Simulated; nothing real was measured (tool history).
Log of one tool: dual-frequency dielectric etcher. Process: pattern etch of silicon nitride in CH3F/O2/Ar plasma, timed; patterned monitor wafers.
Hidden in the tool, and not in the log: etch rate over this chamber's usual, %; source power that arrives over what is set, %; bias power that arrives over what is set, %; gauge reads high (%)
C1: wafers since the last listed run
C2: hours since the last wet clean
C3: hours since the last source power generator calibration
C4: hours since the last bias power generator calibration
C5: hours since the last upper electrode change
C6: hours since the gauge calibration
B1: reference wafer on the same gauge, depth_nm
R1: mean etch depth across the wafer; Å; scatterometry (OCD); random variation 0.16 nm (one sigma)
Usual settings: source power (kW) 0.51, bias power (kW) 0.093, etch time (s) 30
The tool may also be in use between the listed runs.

{"run": 1, "hour": 0.0, "source power (kW)": 0.51, "bias power (kW)": 0.093, "etch time (s)": 25, "C1": 0, "C2": 346.1, "C3": 2977.4, "C4": 2464.8, "C5": 2055.6, "C6": 65.5, "B1": 22.61, "R1": 224.8}
{"run": 2, "hour": 21.3, "source power (kW)": 0.51, "bias power (kW)": 0.093, "etch time (s)": 25, "C1": 185, "C2": 367.4, "C3": 2998.7, "C4": 2486.1, "C5": 2076.9, "C6": 86.8, "B1": 22.62, "R1": 220.7}
{"run": 3, "hour": 32.6, "source power (kW)": 0.51, "bias power (kW)": 0.093, "etch time (s)": 30, "C1": 98, "C2": 378.7, "C3": 3010, "C4": 2497.4, "C5": 2088.2, "C6": 98.1, "B1": 22.58, "R1": 268.5}
{"run": 4, "hour": 45.5, "source power (kW)": 0.51, "bias power (kW)": 0.093, "etch time (s)": 30, "C1": 112, "C2": 391.6, "C3": 3022.9, "C4": 2510.3, "C5": 2101.1, "C6": 111, "B1": 22.57, "R1": 268}
{"run": 5, "hour": 58.0, "source power (kW)": 0.51, "bias power (kW)": 0.093, "etch time (s)": 30, "C1": 108, "C2": 404.1, "C3": 3035.4, "C4": 2522.8, "C5": 2113.6, "C6": 123.5, "B1": 22.61, "R1": 268.1}
{"run": 6, "hour": 70.6, "source power (kW)": 0.51, "bias power (kW)": 0.104, "etch time (s)": 26, "C1": 109, "C2": 416.7, "C3": 3048, "C4": 2535.4, "C5": 2126.2, "C6": 136.1, "B1": 22.59, "R1": 249.9}
{"run": 7, "hour": 85.1, "source power (kW)": 0.51, "bias power (kW)": 0.104, "etch time (s)": 26, "C1": 126, "C2": 431.2, "C3": 3062.5, "C4": 2549.9, "C5": 2140.7, "C6": 150.6, "B1": 22.62, "R1": 249.3}
{"run": 8, "hour": 98.2, "source power (kW)": 0.57, "bias power (kW)": 0.093, "etch time (s)": 30, "C1": 113, "C2": 444.3, "C3": 3075.6, "C4": 2563, "C5": 2153.8, "C6": 163.7, "B1": 22.57, "R1": 282.8}
{"run": 9, "hour": 106.3, "source power (kW)": 0.51, "bias power (kW)": 0.093, "etch time (s)": 30, "C1": 70, "C2": 452.4, "C3": 3083.7, "C4": 2571.1, "C5": 2161.9, "C6": 171.8, "B1": 22.61, "R1": 268.5}
{"run": 10, "hour": 113.1, "source power (kW)": 0.51, "bias power (kW)": 0.093, "etch time (s)": 23, "C1": 59, "C2": 459.2, "C3": 3090.5, "C4": 2577.9, "C5": 2168.7, "C6": 178.6, "B1": 22.57, "R1": 205.3}
{"run": 11, "hour": 120.0, "source power (kW)": 0.51, "bias power (kW)": 0.093, "etch time (s)": 23, "C1": 60, "C2": 466.1, "C3": 3097.4, "C4": 2584.8, "C5": 2175.6, "C6": 185.5, "B1": 22.58, "R1": 206}
{"run": 12, "hour": 127.4, "source power (kW)": 0.51, "bias power (kW)": 0.093, "etch time (s)": 23, "C1": 64, "C2": 473.5, "C3": 3104.8, "C4": 2592.2, "C5": 2183, "C6": 192.9, "B1": 22.62, "R1": 208}
{"run": 13, "hour": 143.5, "source power (kW)": 0.51, "bias power (kW)": 0.093, "etch time (s)": 30, "C1": 140, "C2": 489.6, "C3": 3120.9, "C4": 2608.3, "C5": 2199.1, "C6": 209, "B1": 22.62, "R1": 272.9}
{"hour": 156.0, "done": "gauge calibrated"}
{"run": 14, "hour": 160.8, "source power (kW)": 0.39, "bias power (kW)": 0.093, "etch time (s)": 30, "C1": 150, "C2": 506.9, "C3": 3138.2, "C4": 2625.6, "C5": 2216.4, "C6": 4.8, "B1": 22.65, "R1": 242.5}
{"run": 15, "hour": 178.6, "source power (kW)": 0.58, "bias power (kW)": 0.104, "etch time (s)": 26, "C1": 154, "C2": 524.7, "C3": 3156, "C4": 2643.4, "C5": 2234.2, "C6": 22.6, "B1": 22.61, "R1": 262.9}
{"run": 16, "hour": 185.9, "source power (kW)": 0.58, "bias power (kW)": 0.104, "etch time (s)": 26, "C1": 63, "C2": 532, "C3": 3163.3, "C4": 2650.7, "C5": 2241.5, "C6": 29.9, "B1": 22.62, "R1": 264.5}
{"hour": 227.8, "done": "wet clean of the chamber"}
{"hour": 231.0, "done": "upper electrode replaced, of another model than before"}
{"run": 17, "hour": 231.5, "source power (kW)": 0.51, "bias power (kW)": 0.074, "etch time (s)": 30, "C1": 159, "C2": 3.7, "C3": 3208.9, "C4": 2696.3, "C5": 0.5, "C6": 75.5, "B1": 22.6, "R1": 236.6}
{"run": 18, "hour": 231.8, "source power (kW)": 0.39, "bias power (kW)": 0.093, "etch time (s)": 30, "C1": 2, "C2": 4, "C3": 3209.2, "C4": 2696.6, "C5": 0.8, "C6": 75.8, "B1": 22.63, "R1": 245.9}
{"run": 19, "hour": 232.2, "source power (kW)": 0.61, "bias power (kW)": 0.073, "etch time (s)": 27.5, "C1": 3, "C2": 4.4, "C3": 3209.6, "C4": 2697, "C5": 1.2, "C6": 76.2, "B1": 22.58, "R1": 224.8}
{"run": 20, "hour": 242.9, "source power (kW)": 0.51, "bias power (kW)": 0.074, "etch time (s)": 30, "C1": 93, "C2": 15.1, "C3": 3220.3, "C4": 2707.7, "C5": 11.9, "C6": 86.9, "B1": 22.62, "R1": 237.2}
{"hour": 252.4, "done": "bias power generator calibrated"}
{"run": 21, "hour": 260.4, "source power (kW)": 0.51, "bias power (kW)": 0.093, "etch time (s)": 30, "C1": 117, "C2": 32.6, "C3": 3237.8, "C4": 8, "C5": 29.4, "C6": 104.4, "B1": 22.6, "R1": 262.4}
{"hour": 271.2, "done": "source power generator calibrated"}
{"run": 22, "hour": 271.7, "source power (kW)": 0.51, "bias power (kW)": 0.1, "etch time (s)": 34, "C1": 63, "C2": 43.9, "C3": 0.5, "C4": 19.3, "C5": 40.7, "C6": 115.7, "B1": 22.61, "R1": 307.2}
{"run": 23, "hour": 281.6, "source power (kW)": 0.51, "bias power (kW)": 0.093, "etch time (s)": 30, "C1": 86, "C2": 53.8, "C3": 10.4, "C4": 29.2, "C5": 50.6, "C6": 125.6, "B1": 22.62, "R1": 264.6}
{"run": 24, "hour": 297.9, "source power (kW)": 0.61, "bias power (kW)": 0.093, "etch time (s)": 30, "C1": 141, "C2": 70.1, "C3": 26.7, "C4": 45.5, "C5": 66.9, "C6": 141.9, "B1": 22.6, "R1": 274.1}
{"run": 25, "hour": 313.1, "source power (kW)": 0.57, "bias power (kW)": 0.085, "etch time (s)": 25, "C1": 132, "C2": 85.3, "C3": 41.9, "C4": 60.7, "C5": 82.1, "C6": 157.1, "B1": 22.63, "R1": 217.5}
{"run": 26, "hour": 328.6, "source power (kW)": 0.51, "bias power (kW)": 0.115, "etch time (s)": 30, "C1": 134, "C2": 100.8, "C3": 57.4, "C4": 76.2, "C5": 97.6, "C6": 172.6, "B1": 22.59, "R1": 287}
{"run": 27, "hour": 341.9, "source power (kW)": 0.63, "bias power (kW)": 0.093, "etch time (s)": 21.5, "C1": 115, "C2": 114.1, "C3": 70.7, "C4": 89.5, "C5": 110.9, "C6": 185.9, "B1": 22.6, "R1": 199.2}

How the hidden state differs across the entries between the runs, from the last listed run before each to the first after it:
Between runs 13 and 14: gauge calibrated (hour 156)
  etch rate over this chamber's usual, %: 4.18 -> 4.34
  measured less the result without the state, R1: +11 -> +10.1 Å
Between runs 16 and 17: wet clean of the chamber (hour 227.8); upper electrode replaced, of another model than before (hour 231)
  etch rate over this chamber's usual, %: 4.57 -> 0.444
  measured less the result without the state, R1: +11.6 -> +1 Å
Between runs 20 and 21: bias power generator calibrated (hour 252.4)
  etch rate over this chamber's usual, %: 0.547 -> 0.705
  measured less the result without the state, R1: +1.3 -> +1.8 Å
Between runs 21 and 22: source power generator calibrated (hour 271.2)
  etch rate over this chamber's usual, %: 0.705 -> 0.807
  measured less the result without the state, R1: +1.8 -> +2.5 Å

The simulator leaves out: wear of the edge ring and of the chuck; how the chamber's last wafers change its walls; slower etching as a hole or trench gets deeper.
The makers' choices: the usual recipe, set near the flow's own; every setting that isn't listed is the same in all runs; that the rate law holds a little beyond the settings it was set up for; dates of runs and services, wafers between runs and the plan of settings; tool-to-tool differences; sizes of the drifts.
